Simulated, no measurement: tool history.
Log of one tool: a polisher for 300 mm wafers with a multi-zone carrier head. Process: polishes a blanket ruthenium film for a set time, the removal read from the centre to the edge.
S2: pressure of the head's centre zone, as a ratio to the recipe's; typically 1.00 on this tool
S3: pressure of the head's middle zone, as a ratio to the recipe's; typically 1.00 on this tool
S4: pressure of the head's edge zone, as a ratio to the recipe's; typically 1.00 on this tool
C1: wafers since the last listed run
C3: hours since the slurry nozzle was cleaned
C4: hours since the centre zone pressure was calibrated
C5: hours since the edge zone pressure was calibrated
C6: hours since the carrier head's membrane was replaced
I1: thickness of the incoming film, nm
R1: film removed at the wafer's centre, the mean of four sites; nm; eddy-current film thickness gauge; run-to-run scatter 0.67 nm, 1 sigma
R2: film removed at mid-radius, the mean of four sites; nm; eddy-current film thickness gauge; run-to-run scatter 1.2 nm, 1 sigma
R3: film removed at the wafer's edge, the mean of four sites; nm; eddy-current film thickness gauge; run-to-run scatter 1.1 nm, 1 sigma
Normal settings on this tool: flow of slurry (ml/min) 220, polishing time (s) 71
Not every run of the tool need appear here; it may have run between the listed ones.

run 1 hour=0.0 | flow_of_slurry_(ml/min)=220 S2=1.00 S3=1.00 S4=1.00 polishing_time_(s)=71 | C1=0 wafers_polished_on_this_pad=1242 C3=343.6 C4=692.9 C5=587.8 C6=699.1 | I1=249.3 | R1=100.3 R2=99.9 R3=100.0
-- hour=59.1 worn pad replaced by a new one
run 2 hour=65.3 | flow_of_slurry_(ml/min)=220 S2=1.06 S3=1.00 S4=1.00 polishing_time_(s)=71 | C1=349 wafers_polished_on_this_pad=35 C3=408.9 C4=758.2 C5=653.1 C6=764.4 | I1=252.6 | R1=107.0 R2=102.1 R3=101.4
run 3 hour=117.7 | flow_of_slurry_(ml/min)=220 S2=1.06 S3=1.00 S4=1.00 polishing_time_(s)=71 | C1=298 wafers_polished_on_this_pad=334 C3=461.3 C4=810.6 C5=705.5 C6=816.8 | I1=250.4 | R1=109.4 R2=99.5 R3=99.1
run 4 hour=170.6 | flow_of_slurry_(ml/min)=220 S2=1.00 S3=1.00 S4=1.00 polishing_time_(s)=80 | C1=301 wafers_polished_on_this_pad=635 C3=514.2 C4=863.5 C5=758.4 C6=869.7 | I1=246.1 | R1=114.9 R2=113.8 R3=112.4
run 5 hour=240.2 | flow_of_slurry_(ml/min)=220 S2=1.00 S3=1.00 S4=1.00 polishing_time_(s)=80 | C1=396 wafers_polished_on_this_pad=1032 C3=583.8 C4=933.1 C5=828.0 C6=939.3 | I1=253.8 | R1=115.7 R2=111.7 R3=112.4
-- hour=302.7 edge zone pressure recalibrated
-- hour=318.9 slurry nozzle cleaned
-- hour=332.7 worn pad replaced by a new one
run 6 hour=372.5 | flow_of_slurry_(ml/min)=220 S2=1.00 S3=1.00 S4=1.00 polishing_time_(s)=80 | C1=714 wafers_polished_on_this_pad=226 C3=53.6 C4=1065.4 C5=69.8 C6=1071.6 | I1=251.7 | R1=117.0 R2=111.9 R3=110.8
-- hour=382.4 carrier head's membrane replaced by a new one
run 7 hour=414.1 | flow_of_slurry_(ml/min)=220 S2=1.00 S3=1.00 S4=1.00 polishing_time_(s)=71 | C1=208 wafers_polished_on_this_pad=435 C3=95.2 C4=1107.0 C5=111.4 C6=31.7 | I1=250.3 | R1=103.9 R2=102.0 R3=98.4
run 8 hour=459.4 | flow_of_slurry_(ml/min)=220 S2=1.00 S3=1.00 S4=1.00 polishing_time_(s)=71 | C1=258 wafers_polished_on_this_pad=693 C3=140.5 C4=1152.3 C5=156.7 C6=77.0 | I1=245.9 | R1=104.7 R2=100.5 R3=99.8
-- hour=477.1 centre zone pressure recalibrated
run 9 hour=504.4 | flow_of_slurry_(ml/min)=170 S2=1.00 S3=1.00 S4=1.00 polishing_time_(s)=71 | C1=245 wafers_polished_on_this_pad=938 C3=185.5 C4=27.3 C5=201.7 C6=122.0 | I1=247.0 | R1=93.9 R2=99.2 R3=96.6
-- hour=558.0 worn pad replaced by a new one
run 10 hour=570.4 | flow_of_slurry_(ml/min)=220 S2=1.00 S3=1.00 S4=1.08 polishing_time_(s)=71 | C1=353 wafers_polished_on_this_pad=70 C3=251.5 C4=93.3 C5=267.7 C6=188.0 | I1=247.8 | R1=98.6 R2=99.1 R3=102.7
run 11 hour=595.7 | flow_of_slurry_(ml/min)=220 S2=0.94 S3=0.97 S4=1.00 polishing_time_(s)=60 | C1=144 wafers_polished_on_this_pad=214 C3=276.8 C4=118.6 C5=293.0 C6=213.3 | I1=248.1 | R1=78.1 R2=82.7 R3=84.4
run 12 hour=648.9 | flow_of_slurry_(ml/min)=220 S2=0.94 S3=1.05 S4=1.00 polishing_time_(s)=91 | C1=303 wafers_polished_on_this_pad=518 C3=330.0 C4=171.8 C5=346.2 C6=266.5 | I1=248.5 | R1=118.5 R2=132.4 R3=127.4
run 13 hour=692.7 | flow_of_slurry_(ml/min)=165 S2=1.04 S3=1.00 S4=1.05 polishing_time_(s)=71 | C1=249 wafers_polished_on_this_pad=767 C3=373.8 C4=215.6 C5=390.0 C6=310.3 | I1=245.9 | R1=97.9 R2=96.9 R3=99.3
run 14 hour=752.8 | flow_of_slurry_(ml/min)=155 S2=1.05 S3=0.97 S4=0.94 polishing_time_(s)=71 | C1=342 wafers_polished_on_this_pad=1110 C3=433.9 C4=275.7 C5=450.1 C6=370.4 | I1=251.3 | R1=97.5 R2=94.7 R3=92.6
-- hour=789.6 worn pad replaced by a new one
run 15 hour=813.1 | flow_of_slurry_(ml/min)=200 S2=1.00 S3=1.06 S4=1.00 polishing_time_(s)=71 | C1=320 wafers_polished_on_this_pad=133 C3=494.2 C4=336.0 C5=510.4 C6=430.7 | I1=249.8 | R1=97.8 R2=102.3 R3=99.3
run 16 hour=869.9 | flow_of_slurry_(ml/min)=220 S2=1.00 S3=1.00 S4=1.00 polishing_time_(s)=71 | C1=323 wafers_polished_on_this_pad=457 C3=551.0 C4=392.8 C5=567.2 C6=487.5 | I1=249.3 | R1=98.4 R2=101.7 R3=98.4
run 17 hour=936.9 | flow_of_slurry_(ml/min)=200 S2=1.00 S3=0.96 S4=1.00 polishing_time_(s)=71 | C1=381 wafers_polished_on_this_pad=839 C3=618.0 C4=459.8 C5=634.2 C6=554.5 | I1=244.7 | R1=98.7 R2=95.7 R3=97.3
run 18 hour=964.2 | flow_of_slurry_(ml/min)=220 S2=1.00 S3=1.00 S4=1.00 polishing_time_(s)=71 | C1=155 wafers_polished_on_this_pad=995 C3=645.3 C4=487.1 C5=661.5 C6=581.8 | I1=252.3 | R1=99.7 R2=99.3 R3=99.8
run 19 hour=994.7 | flow_of_slurry_(ml/min)=190 S2=1.07 S3=0.89 S4=1.00 polishing_time_(s)=71 | C1=173 wafers_polished_on_this_pad=1169 C3=675.8 C4=517.6 C5=692.0 C6=612.3 | I1=249.8 | R1=103.9 R2=89.5 R3=99.4
run 20 hour=1018.8 | flow_of_slurry_(ml/min)=180 S2=1.00 S3=0.91 S4=0.88 polishing_time_(s)=89 | C1=137 wafers_polished_on_this_pad=1306 C3=699.9 C4=541.7 C5=716.1 C6=636.4 | I1=252.3 | R1=120.1 R2=111.6 R3=114.4
-- hour=1047.6 worn pad replaced by a new one
run 21 hour=1088.2 | flow_of_slurry_(ml/min)=220 S2=1.00 S3=1.00 S4=1.00 polishing_time_(s)=71 | C1=372 wafers_polished_on_this_pad=231 C3=769.3 C4=611.1 C5=785.5 C6=705.8 | I1=250.2 | R1=99.9 R2=101.0 R3=99.2

What would each run have given without the hidden state, its run-to-run variation left as it was?
Hidden state present: removal rate lost through wear of the pad, %; slurry flow missing at the pad, %; deviation of the centre zone's pressure from its setpoint, %; deviation of the edge zone's pressure from its setpoint, %.
run=1 R1=98.5
run=2 R1=104.7
run=3 R1=106.6
run=4 R1=111.7
run=5 R1=111.8
run=6 R1=111.9
run=7 R1=99.0
run=8 R1=99.4
run=9 R1=95.0
run=10 R1=99.7
run=11 R1=79.0
run=12 R1=119.8
run=13 R1=98.8
run=14 R1=98.3
run=15 R1=98.5
run=16 R1=98.9
run=17 R1=99.0
run=18 R1=99.9
run=19 R1=104.0
run=20 R1=120.0
run=21 R1=99.5
R2: unchanged from measured in all runs.
R3: unchanged from measured in all runs.
